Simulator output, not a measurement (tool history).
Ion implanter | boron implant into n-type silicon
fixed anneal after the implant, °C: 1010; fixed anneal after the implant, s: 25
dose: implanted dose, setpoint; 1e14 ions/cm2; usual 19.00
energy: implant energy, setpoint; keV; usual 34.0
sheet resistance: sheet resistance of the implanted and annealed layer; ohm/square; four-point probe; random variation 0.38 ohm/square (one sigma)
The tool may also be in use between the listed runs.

run,hour,dose,energy,wafers since the last listed run,hours since the last dose calibration,hours since the extraction supply was calibrated,hours since the gauge calibration,"read-back reference wafer on the same gauge, sheet resistance",sheet resistance
1,0.0,17.49,34.0,0,1052.0,5823.3,906.7,78.74,79.54
2,52.4,17.49,34.0,1742,1104.4,5875.7,959.1,78.65,79.91
3,122.1,19.00,34.0,2318,1174.1,5945.4,1028.8,78.67,75.41
4,186.2,19.00,34.0,2131,1238.2,6009.5,1092.9,78.62,74.80
5,228.1,19.00,34.0,1393,1280.1,6051.4,1134.8,78.72,75.00
6,261.3,19.00,34.0,1104,1313.3,6084.6,1168.0,78.50,75.29
7,331.3,19.00,34.0,2328,1383.3,6154.6,1238.0,78.67,75.33
8,402.7,19.00,41.0,2374,1454.7,6226.0,1309.4,78.46,73.69
9,454.7,19.00,41.0,1729,1506.7,6278.0,1361.4,78.61,73.09
10,521.9,20.74,34.0,2235,1573.9,6345.2,1428.6,78.69,69.54
# hour 524.5: gauge calibrated
11,570.8,19.00,44.0,1626,1622.8,6394.1,46.3,78.60,73.86
12,604.5,17.49,34.0,1120,1656.5,6427.8,80.0,78.60,80.39
13,635.7,19.00,34.0,1037,1687.7,6459.0,111.2,78.68,76.00
14,667.5,21.97,34.0,1057,1719.5,6490.8,143.0,78.64,66.77
# hour 693.7: extraction supply calibrated
# hour 698.9: Faraday cup replaced and dose calibrated
15,733.6,19.00,34.0,1759,34.7,39.9,209.1,78.77,72.71
16,804.8,21.20,37.5,2368,105.9,111.1,280.3,78.59,66.52
17,864.4,14.20,30.0,1982,165.5,170.7,339.9,78.73,93.83
18,917.8,15.43,24.5,1776,218.9,224.1,393.3,78.58,89.19
19,986.6,13.41,41.5,2288,287.7,292.9,462.1,78.73,96.07
20,1047.7,21.04,41.5,2032,348.8,354.0,523.2,78.59,67.29
21,1089.3,19.00,34.0,1383,390.4,395.6,564.8,78.58,74.97

5 ways to go on from here, each from the tool as it stands after run 21. What would each give?
A,1089.7,19.00,34.0,13,390.8,396.0,565.2,?,?
B,1089.7,14.04,44.5,13,390.8,396.0,565.2,?,?
C,1089.7,14.06,28.5,13,390.8,396.0,565.2,?,?
D,1089.7,14.06,29.0,13,390.8,396.0,565.2,?,?
E,1089.7,15.64,43.5,13,390.8,396.0,565.2,?,?

run,"read-back reference wafer on the same gauge, sheet resistance",sheet resistance
A,78.56,74.75
B,78.56,93.29
C,78.56,95.94
D,78.56,95.81
E,78.56,85.40
Without the tool's hidden state the same runs would have given:
run,sheet resistance
A,73.01
B,90.87
C,93.58
D,93.44
E,83.20

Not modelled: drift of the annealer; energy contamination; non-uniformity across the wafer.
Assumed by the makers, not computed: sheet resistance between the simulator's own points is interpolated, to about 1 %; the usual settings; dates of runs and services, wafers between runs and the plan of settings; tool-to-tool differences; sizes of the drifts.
